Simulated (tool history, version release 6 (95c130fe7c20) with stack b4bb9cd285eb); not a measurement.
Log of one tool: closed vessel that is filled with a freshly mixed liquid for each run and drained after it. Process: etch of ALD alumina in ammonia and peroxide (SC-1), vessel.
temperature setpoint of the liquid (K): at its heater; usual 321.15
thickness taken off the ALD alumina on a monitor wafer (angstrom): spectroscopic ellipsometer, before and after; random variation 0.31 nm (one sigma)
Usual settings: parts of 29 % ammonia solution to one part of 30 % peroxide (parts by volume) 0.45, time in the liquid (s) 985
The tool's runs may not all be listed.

run	hour	temperature setpoint of the liquid (K)	parts of 29 % ammonia solution to one part of 30 % peroxide (parts by volume)	time in the liquid (s)	read-back film thickness of the ALD alumina reference wafer, read on the same gauge (nm)	thickness taken off the ALD alumina on a monitor wafer (angstrom)
1	0	321.15	0.45	985	129.99	389.2
2	17.4	321.15	0.45	985	129.99	387
3	24.9	321.15	0.3	985	130.01	367.7
4	35.4	321.15	0.3	985	130	367.3
5	50.3	321.15	0.3	985	130.01	372
6	65.8	323.65	0.45	985	129.99	438.6
7	75.2	321.15	0.45	985	129.98	384.5
8	92.9	321.15	0.45	985	129.97	382.4
# hour 118.5: gauge calibrated
9	145	321.15	0.45	985	129.98	377.4
# hour 157.3: ammonia flow meter replaced
10	159.2	321.15	0.45	985	130.02	377.1
11	176.9	321.15	0.45	985	130	374.6
12	192.9	321.15	0.45	985	129.98	379.9
13	208.9	321.15	0.45	985	130.02	380.8
# hour 224.9: new drum of ammonia solution connected
14	225.9	321.15	0.45	985	130	378.2
15	232.9	321.15	0.3	1470	130	540.6
16	241.5	311.65	0.45	985	130.01	214.9
17	254.8	321.15	0.65	985	130.02	391.3
18	266	326.15	0.35	985	130	482
19	274.5	318.65	0.45	1335	129.99	445.8
20	292.4	321.15	0.45	985	130.03	377.8
# hour 299.2: thermometer replaced
21	307.5	329.15	0.55	1470	129.98	996.8
22	318.1	321.15	0.55	985	129.99	425
23	324.4	315.15	0.4	1310	130.02	390.6
24	331.6	321.15	0.45	1575	130.02	671.9
25	341.1	318.65	0.45	1335	130	496.3
26	385.4	321.15	0.45	1480	130	633.1

Hidden state or all else? Some run-to-run changes of thickness taken off the ALD alumina on a monitor wafer (angstrom), split into what the settings, what came in and random variation would give without the hidden state, and what is left for the hidden state (with any gauge scatter that isn't in both results):
The hidden state here: liquid colder than its thermometer reads (K); ammonia flow above the setpoint (%); ammonia solution weaker than its label (%); gauge reads high (%).
Run 15 -> 16: temperature setpoint of the liquid (K) 321.15 -> 311.65, parts of 29 % ammonia solution to one part of 30 % peroxide (parts by volume) 0.3 -> 0.45, time in the liquid (s) 1470 -> 985. thickness taken off the ALD alumina on a monitor wafer (angstrom) -325.7: hidden state +47.3, all else -373.
Run 20 -> 21: temperature setpoint of the liquid (K) 321.15 -> 329.15, parts of 29 % ammonia solution to one part of 30 % peroxide (parts by volume) 0.45 -> 0.55, time in the liquid (s) 985 -> 1470, thermometer replaced. thickness taken off the ALD alumina on a monitor wafer (angstrom) +619: hidden state +28.2, all else +590.8.
Run 21 -> 22: temperature setpoint of the liquid (K) 329.15 -> 321.15, time in the liquid (s) 1470 -> 985. thickness taken off the ALD alumina on a monitor wafer (angstrom) -571.8: hidden state +17.1, all else -588.9.
